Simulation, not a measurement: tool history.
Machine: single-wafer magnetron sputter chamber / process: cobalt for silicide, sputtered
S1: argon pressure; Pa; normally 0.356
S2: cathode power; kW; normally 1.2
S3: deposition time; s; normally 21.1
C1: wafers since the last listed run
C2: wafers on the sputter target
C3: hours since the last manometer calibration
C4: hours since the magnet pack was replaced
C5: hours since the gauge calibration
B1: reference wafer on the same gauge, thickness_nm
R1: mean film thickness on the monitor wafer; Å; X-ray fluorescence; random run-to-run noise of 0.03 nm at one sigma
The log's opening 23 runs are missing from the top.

| run | day | S1 | S2 | S3 | C1 | C2 | C3 | C4 | C5 | B1 | R1 |
|---|---|---|---|---|---|---|---|---|---|---|---|
|  | 81.908 | magnet pack replaced |
| 24 | 84.408 | 0.356 | 1.2 | 21.1 | 4400 | 5503 | 912.7 | 60 | 314.4 | 13.299 | 133.66 |
| 25 | 88.675 | 0.274 | 1.3 | 19.6 | 4537 | 10041 | 1015.1 | 162.4 | 416.8 | 13.304 | 136.65 |
|  | 91.017 | capacitance manometer re-zeroed and calibrated |
| 26 | 91.779 | 0.232 | 1.1 | 22.6 | 2946 | 12987 | 18.3 | 236.9 | 491.3 | 13.301 | 135.53 |
| 27 | 94.858 | 0.356 | 1.2 | 21.1 | 3274 | 16262 | 92.2 | 310.8 | 565.2 | 13.298 | 133.84 |
| 28 | 96.892 | 0.356 | 1.05 | 18.9 | 2162 | 18424 | 141 | 359.6 | 614 | 13.292 | 105.26 |
| 29 | 100.858 | 0.356 | 1.2 | 21.1 | 4218 | 22643 | 236.2 | 454.8 | 709.2 | 13.306 | 133.5 |
| 30 | 102.433 | 0.318 | 1.3 | 18.2 | 1674 | 24318 | 274 | 492.6 | 747 | 13.293 | 125.34 |
| 31 | 104.925 | 0.356 | 1.5 | 19.2 | 2649 | 26967 | 333.8 | 552.4 | 806.8 | 13.293 | 150.21 |
|  | 105.354 | sputter target and shields replaced |
| 32 | 108.721 | 0.356 | 1.2 | 21.1 | 3682 | 3579 | 424.9 | 643.5 | 897.9 | 13.3 | 134.61 |
| 33 | 110.692 | 0.475 | 1.3 | 17.6 | 2095 | 5675 | 472.2 | 690.8 | 945.2 | 13.299 | 117.96 |

Forecast each of these 5 alternatives for the next run:
| A | 110.708 | 0.356 | 1.2 | 21.1 | 17 | 5692 | 472.6 | 691.2 | 945.6 | ? | ? |
| B | 110.708 | 0.356 | 1.2 | 16.9 | 17 | 5692 | 472.6 | 691.2 | 945.6 | ? | ? |
| C | 110.708 | 0.356 | 1.1 | 21.1 | 17 | 5692 | 472.6 | 691.2 | 945.6 | ? | ? |
| D | 110.708 | 0.231 | 1.2 | 21.1 | 17 | 5692 | 472.6 | 691.2 | 945.6 | ? | ? |
| E | 110.708 | 0.274 | 1.1 | 24.7 | 17 | 5692 | 472.6 | 691.2 | 945.6 | ? | ? |

| run | B1 | R1 |
|---|---|---|
| A | 13.298 | 134.09 |
| B | 13.298 | 107.4 |
| C | 13.298 | 123.35 |
| D | 13.298 | 137.74 |
| E | 13.298 | 146.96 |
With the hidden condition removed and each run's random variation left untouched, the same runs would have given:
| run | R1 |
|---|---|
| A | 136.92 |
| B | 109.67 |
| C | 125.95 |
| D | 140.48 |
| E | 149.94 |
